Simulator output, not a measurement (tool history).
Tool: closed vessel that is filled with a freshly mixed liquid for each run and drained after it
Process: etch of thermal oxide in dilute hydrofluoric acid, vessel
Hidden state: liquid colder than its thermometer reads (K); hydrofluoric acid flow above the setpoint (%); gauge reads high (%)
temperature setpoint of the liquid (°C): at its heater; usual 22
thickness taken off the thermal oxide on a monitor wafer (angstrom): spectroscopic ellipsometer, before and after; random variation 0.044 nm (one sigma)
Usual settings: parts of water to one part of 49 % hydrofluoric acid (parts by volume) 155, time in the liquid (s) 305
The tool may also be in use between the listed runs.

run	hour	temperature setpoint of the liquid (°C)	parts of water to one part of 49 % hydrofluoric acid (parts by volume)	time in the liquid (s)	wafers since the last listed run	hours since the thermometer was replaced	hours since the hydrofluoric acid flow meter was replaced	hours since the gauge calibration	read-back film thickness of the thermal oxide reference wafer, read on the same gauge (nm)	thickness taken off the thermal oxide on a monitor wafer (angstrom)
1	0	22	155	305	0	2148.2	80.2	645.2	139.99	66.4
2	32.6	22	155	305	3094	2180.8	112.8	677.8	139.98	65.8
3	55.2	22	155	305	2145	2203.4	135.4	700.4	139.99	67
4	90.3	22	155	305	3331	2238.5	170.5	735.5	140	66.9
5	115	22	155	305	2344	2263.2	195.2	760.2	140.03	66.2
6	135.5	24	195	305	1945	2283.7	215.7	780.7	140.01	54.5
7	151.5	24	195	305	1518	2299.7	231.7	796.7	140	54.3
8	231.5	24	195	305	7593	2379.7	311.7	876.7	140	54.4
9	260.4	22	155	305	2743	2408.6	340.6	905.6	139.99	65.8
# hour 342.6: thermometer replaced
10	357.4	22	155	305	9111	14.8	437.6	1002.6	140	73.3
11	369.5	22	155	305	1148	26.9	449.7	1014.7	139.98	72.3
# hour 378.7: gauge calibrated
12	388.4	22	155	305	1793	45.8	468.6	9.7	140.02	73
13	404.4	18	155	305	1518	61.8	484.6	25.7	140	61.6
# hour 443.4: hydrofluoric acid flow meter replaced
14	498.3	18	155	305	8817	155.7	54.9	119.6	139.96	61.8
15	518.5	24	215	305	1917	175.9	75.1	139.8	139.97	52.5
16	607	24	215	305	8399	264.4	163.6	228.3	139.97	53
17	621	24	215	305	1328	278.4	177.6	242.3	140.03	52.4
18	633.3	22	155	305	1167	290.7	189.9	254.6	140.01	72.1
19	668.3	26.5	235	305	3321	325.7	224.9	289.6	139.99	50.8
20	691.9	24	215	305	2239	349.3	248.5	313.2	140	52.4
21	706.2	24.5	155	305	1357	363.6	262.8	327.5	140.01	80.1
22	731.8	25	190	245	2429	389.2	288.4	353.1	140	50.4
23	764.4	22	155	365	3094	421.8	321	385.7	139.99	85.4
24	782.7	22	155	305	1736	440.1	339.3	404	140.01	72.1
25	813.6	17	95	305	2932	471	370.2	434.9	140	100.8
26	838.4	22	125	305	2353	495.8	395	459.7	140.03	90.9
27	864.8	19.5	155	445	2505	522.2	421.4	486.1	140.01	93.4
28	900.6	22	155	305	3397	558	457.2	521.9	140.01	70.7
29	915.7	22	155	305	1433	573.1	472.3	537	139.98	71.7
30	931.1	19	80	160	1461	588.5	487.7	552.4	140.02	69.4
31	954	22	155	165	2173	611.4	510.6	575.3	139.98	38
32	967.6	22	110	305	1290	625	524.2	588.9	140.02	105.3
33	1000	26.5	155	305	3075	657.4	556.6	621.3	140.05	84.6
# hour 1004.1: hydrofluoric acid flow meter replaced
34	1014.6	22	155	360	1290	672	10.5	635.9	140.01	84.5
35	1034.2	20	210	305	1860	691.6	30.1	655.5	139.95	46.5

Some steps in thickness taken off the thermal oxide on a monitor wafer (angstrom) between neighbouring runs. How much of each would the tool show without its hidden state too (settings, what came in, random variation), and how much is left for the hidden state, with any gauge scatter that isn't in both results?
Run 8 -> 9: temperature setpoint of the liquid (°C) 24 -> 22, parts of water to one part of 49 % hydrofluoric acid (parts by volume) 195 -> 155. thickness taken off the thermal oxide on a monitor wafer (angstrom) +11.4: hidden state -1.6, all else +13.
Run 9 -> 10: thermometer replaced. thickness taken off the thermal oxide on a monitor wafer (angstrom) +7.5: hidden state +6.7, all else +0.8.
Run 22 -> 23: temperature setpoint of the liquid (°C) 25 -> 22, parts of water to one part of 49 % hydrofluoric acid (parts by volume) 190 -> 155, time in the liquid (s) 245 -> 365. thickness taken off the thermal oxide on a monitor wafer (angstrom) +35: hidden state -0.6, all else +35.6.
Run 31 -> 32: parts of water to one part of 49 % hydrofluoric acid (parts by volume) 155 -> 110, time in the liquid (s) 165 -> 305. thickness taken off the thermal oxide on a monitor wafer (angstrom) +67.3: hidden state -1.7, all else +69.
Run 34 -> 35: temperature setpoint of the liquid (°C) 22 -> 20, parts of water to one part of 49 % hydrofluoric acid (parts by volume) 155 -> 210, time in the liquid (s) 360 -> 305. thickness taken off the thermal oxide on a monitor wafer (angstrom) -38: hidden state +1, all else -39.
